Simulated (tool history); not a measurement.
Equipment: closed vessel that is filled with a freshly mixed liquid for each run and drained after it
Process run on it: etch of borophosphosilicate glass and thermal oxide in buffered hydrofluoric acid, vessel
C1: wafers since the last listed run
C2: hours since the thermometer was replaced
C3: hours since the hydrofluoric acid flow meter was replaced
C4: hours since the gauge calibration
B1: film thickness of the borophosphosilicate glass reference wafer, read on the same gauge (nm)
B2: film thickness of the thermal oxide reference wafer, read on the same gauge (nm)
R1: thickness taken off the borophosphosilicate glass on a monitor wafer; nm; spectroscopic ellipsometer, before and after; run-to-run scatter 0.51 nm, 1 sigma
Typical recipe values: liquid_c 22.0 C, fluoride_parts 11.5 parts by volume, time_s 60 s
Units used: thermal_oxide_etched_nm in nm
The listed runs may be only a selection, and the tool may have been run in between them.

run 1 hour=0.0 | liquid_c=23.5 fluoride_parts=11.5 time_s=60 | C1=0 C2=1323.8 C3=1609.8 C4=466.2 | B1=49.95 B2=80.00 | R1=110.43 thermal_oxide_etched_nm=50.43
run 2 hour=24.4 | liquid_c=23.5 fluoride_parts=11.5 time_s=60 | C1=2510 C2=1348.2 C3=1634.2 C4=490.6 | B1=50.00 B2=80.00 | R1=111.49 thermal_oxide_etched_nm=49.80
run 3 hour=96.1 | liquid_c=23.5 fluoride_parts=11.5 time_s=60 | C1=7378 C2=1419.9 C3=1705.9 C4=562.3 | B1=49.97 B2=80.00 | R1=110.19 thermal_oxide_etched_nm=50.40
run 4 hour=154.5 | liquid_c=22.0 fluoride_parts=11.5 time_s=60 | C1=6009 C2=1478.3 C3=1764.3 C4=620.7 | B1=49.95 B2=80.00 | R1=103.15 thermal_oxide_etched_nm=45.80
run 5 hour=203.5 | liquid_c=22.0 fluoride_parts=11.5 time_s=60 | C1=5042 C2=1527.3 C3=1813.3 C4=669.7 | B1=49.99 B2=80.01 | R1=102.97 thermal_oxide_etched_nm=45.68
run 6 hour=258.0 | liquid_c=22.0 fluoride_parts=11.5 time_s=85 | C1=5608 C2=1581.8 C3=1867.8 C4=724.2 | B1=50.03 B2=79.99 | R1=145.28 thermal_oxide_etched_nm=65.49
run 7 hour=287.1 | liquid_c=22.0 fluoride_parts=11.5 time_s=85 | C1=2994 C2=1610.9 C3=1896.9 C4=753.3 | B1=50.05 B2=80.01 | R1=144.94 thermal_oxide_etched_nm=64.96
run 8 hour=335.0 | liquid_c=22.0 fluoride_parts=11.5 time_s=85 | C1=4929 C2=1658.8 C3=1944.8 C4=801.2 | B1=49.98 B2=80.00 | R1=143.20 thermal_oxide_etched_nm=65.00
run 9 hour=399.3 | liquid_c=22.0 fluoride_parts=11.5 time_s=60 | C1=6617 C2=1723.1 C3=2009.1 C4=865.5 | B1=50.03 B2=79.99 | R1=102.09 thermal_oxide_etched_nm=45.47
run 10 hour=453.1 | liquid_c=22.0 fluoride_parts=11.5 time_s=60 | C1=5536 C2=1776.9 C3=2062.9 C4=919.3 | B1=50.01 B2=80.01 | R1=101.70 thermal_oxide_etched_nm=45.84
run 11 hour=504.3 | liquid_c=22.0 fluoride_parts=10.5 time_s=60 | C1=5268 C2=1828.1 C3=2114.1 C4=970.5 | B1=50.02 B2=80.02 | R1=110.75 thermal_oxide_etched_nm=49.71
run 12 hour=539.0 | liquid_c=23.5 fluoride_parts=14.5 time_s=30 | C1=3570 C2=1862.8 C3=2148.8 C4=1005.2 | B1=50.02 B2=79.98 | R1=44.18 thermal_oxide_etched_nm=19.85
-- hour=550.2 hydrofluoric acid flow meter replaced
run 13 hour=586.1 | liquid_c=22.0 fluoride_parts=9.0 time_s=60 | C1=4744 C2=1909.9 C3=35.9 C4=1052.3 | B1=50.01 B2=80.00 | R1=124.07 thermal_oxide_etched_nm=55.75
run 14 hour=785.5 | liquid_c=25.5 fluoride_parts=8.5 time_s=85 | C1=20519 C2=2109.3 C3=235.3 C4=1251.7 | B1=50.00 B2=80.00 | R1=224.93 thermal_oxide_etched_nm=102.18
run 15 hour=844.5 | liquid_c=18.0 fluoride_parts=8.0 time_s=75 | C1=6071 C2=2168.3 C3=294.3 C4=1310.7 | B1=49.99 B2=79.99 | R1=140.47 thermal_oxide_etched_nm=62.99
-- hour=874.9 thermometer replaced
run 16 hour=915.1 | liquid_c=22.0 fluoride_parts=11.5 time_s=90 | C1=7162 C2=40.2 C3=364.9 C4=1381.3 | B1=49.97 B2=79.99 | R1=146.86 thermal_oxide_etched_nm=65.55
run 17 hour=955.6 | liquid_c=25.0 fluoride_parts=13.0 time_s=80 | C1=4167 C2=80.7 C3=405.4 C4=1421.8 | B1=50.01 B2=80.02 | R1=135.31 thermal_oxide_etched_nm=60.99
run 18 hour=1001.6 | liquid_c=22.0 fluoride_parts=11.5 time_s=60 | C1=4733 C2=126.7 C3=451.4 C4=1467.8 | B1=50.01 B2=80.02 | R1=96.89 thermal_oxide_etched_nm=43.61
run 19 hour=1069.0 | liquid_c=17.5 fluoride_parts=14.0 time_s=75 | C1=6936 C2=194.1 C3=518.8 C4=1535.2 | B1=49.99 B2=80.00 | R1=77.24 thermal_oxide_etched_nm=34.77
-- hour=1071.1 gauge calibrated
-- hour=1110.3 thermometer replaced, repeated, since the last time left the tool worse
run 20 hour=1239.3 | liquid_c=22.0 fluoride_parts=13.0 time_s=60 | C1=17422 C2=129.0 C3=689.1 C4=168.2 | B1=49.99 B2=80.00 | R1=94.89 thermal_oxide_etched_nm=42.74
run 21 hour=1294.6 | liquid_c=25.5 fluoride_parts=16.0 time_s=30 | C1=5690 C2=184.3 C3=744.4 C4=223.5 | B1=50.01 B2=79.98 | R1=46.42 thermal_oxide_etched_nm=20.83
run 22 hour=1321.7 | liquid_c=22.0 fluoride_parts=12.5 time_s=50 | C1=2788 C2=211.4 C3=771.5 C4=250.6 | B1=50.03 B2=80.01 | R1=82.36 thermal_oxide_etched_nm=36.87
run 23 hour=1390.0 | liquid_c=20.5 fluoride_parts=7.5 time_s=60 | C1=7028 C2=279.7 C3=839.8 C4=318.9 | B1=50.02 B2=80.01 | R1=146.71 thermal_oxide_etched_nm=65.46
run 24 hour=1421.1 | liquid_c=22.0 fluoride_parts=11.5 time_s=60 | C1=3200 C2=310.8 C3=870.9 C4=350.0 | B1=49.99 B2=80.01 | R1=105.81 thermal_oxide_etched_nm=47.64
run 25 hour=1450.3 | liquid_c=22.0 fluoride_parts=11.5 time_s=60 | C1=3004 C2=340.0 C3=900.1 C4=379.2 | B1=50.04 B2=80.01 | R1=106.96 thermal_oxide_etched_nm=47.63

For each entry between runs, how does the tool's hidden state at the last listed run before it compare with that at the first listed run after it?
In the gap between runs 12 and 13: hydrofluoric acid flow meter replaced (hour 550.2)
  liquid colder than its thermometer reads (K): 0.997 -> 1.02
  measured result minus the result with no hidden state, R1: -2.47 -> -7.12 nm; thermal_oxide_etched_nm: -1.12 -> -3.24 nm
In the gap between runs 15 and 16: thermometer replaced (hour 874.9)
  liquid colder than its thermometer reads (K): 1.14 -> 1.76
  measured result minus the result with no hidden state, R1: -9.27 -> -14.90 nm; thermal_oxide_etched_nm: -4.22 -> -6.74 nm
In the gap between runs 19 and 20: gauge calibrated (hour 1071.1); thermometer replaced, repeated, since the last time left the tool worse (hour 1110.3)
  liquid colder than its thermometer reads (K): 1.83 -> 0.0647
  measured result minus the result with no hidden state, R1: -8.42 -> -0.31 nm; thermal_oxide_etched_nm: -3.84 -> -0.14 nm
